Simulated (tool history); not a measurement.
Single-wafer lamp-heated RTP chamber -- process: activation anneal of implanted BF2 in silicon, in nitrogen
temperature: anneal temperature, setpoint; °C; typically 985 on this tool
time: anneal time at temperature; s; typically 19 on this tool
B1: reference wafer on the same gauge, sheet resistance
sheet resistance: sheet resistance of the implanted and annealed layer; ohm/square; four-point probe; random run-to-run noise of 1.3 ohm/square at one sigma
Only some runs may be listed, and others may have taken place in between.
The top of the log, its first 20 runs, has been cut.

Run 21, hour 1580.7: usual settings; B1 213.97. Result: sheet resistance 251.1 ohm/square.
At hour 1637.7: reflector plate cleaned.
Run 22, hour 1655.5: usual settings; B1 214.03. Result: sheet resistance 253.65 ohm/square.
Run 23, hour 1716.3: usual settings but temperature 961 °C, time 27 s; B1 213.75. Result: sheet resistance 288.12 ohm/square.
Run 24, hour 1793.7: usual settings but temperature 995 °C; B1 213.84. Result: sheet resistance 231.36 ohm/square.
Run 25, hour 1862.2: usual settings but temperature 1014 °C, time 15 s; B1 213.82. Result: sheet resistance 212.03 ohm/square.
Run 26, hour 1960.6: usual settings; B1 213.98. Result: sheet resistance 248.62 ohm/square.
At hour 2014.3: pyrometer window cleaned and pyrometer calibrated.
Run 27, hour 2053.4: usual settings but temperature 1000 °C, time 15 s; B1 213.89. Result: sheet resistance 236.97 ohm/square.
Run 28, hour 2110.1: usual settings but temperature 957 °C, time 10 s; B1 213.71. Result: sheet resistance 341.07 ohm/square.
Run 29, hour 2414.4: usual settings but temperature 1015 °C, time 10 s; B1 213.99. Result: sheet resistance 228.15 ohm/square.
At hour 2488.3: reflector plate cleaned.
Run 30, hour 2518.7: usual settings but temperature 1002 °C, time 15 s; B1 214.04. Result: sheet resistance 229.19 ohm/square.
Run 31, hour 2566.9: usual settings but temperature 961 °C, time 27 s; B1 213.99. Result: sheet resistance 288.14 ohm/square.
At hour 2624.2: pyrometer window cleaned and pyrometer calibrated.
Run 32, hour 2654.8: usual settings but temperature 976 °C; B1 213.87. Result: sheet resistance 274.98 ohm/square.
Run 33, hour 2750.5: usual settings but temperature 993 °C; B1 213.96. Result: sheet resistance 238.76 ohm/square.
Run 34, hour 2857.4: usual settings but temperature 1000 °C, time 13 s; B1 213.95. Result: sheet resistance 242.1 ohm/square.
Run 35, hour 2917.5: usual settings; B1 214.13. Result: sheet resistance 252.07 ohm/square.
Run 36, hour 3225.6: usual settings but temperature 971 °C, time 25 s; B1 213.72. Result: sheet resistance 268.61 ohm/square.
Run 37, hour 3271.5: usual settings but temperature 996 °C, time 9 s; B1 213.95. Result: sheet resistance 258.04 ohm/square.

Branching from run 37: 3 alternative next runs. What would each branch give?
Run A, hour 3271.9: usual settings; B1 ?. Result: sheet resistance ?.
Run B, hour 3271.9: usual settings but temperature 996 °C, time 26 s; B1 ?. Result: sheet resistance ?.
Run C, hour 3271.9: usual settings but temperature 962 °C, time 24 s; B1 ?. Result: sheet resistance ?.

run      B1  sheet resistance
  A  213.84             247.8
  B  213.84             215.9
  C  213.84            288.44
Stripped of hidden state, with their random variation kept, the same runs would have yielded:
run  sheet resistance
  A            254.56
  B            221.68
  C            296.73
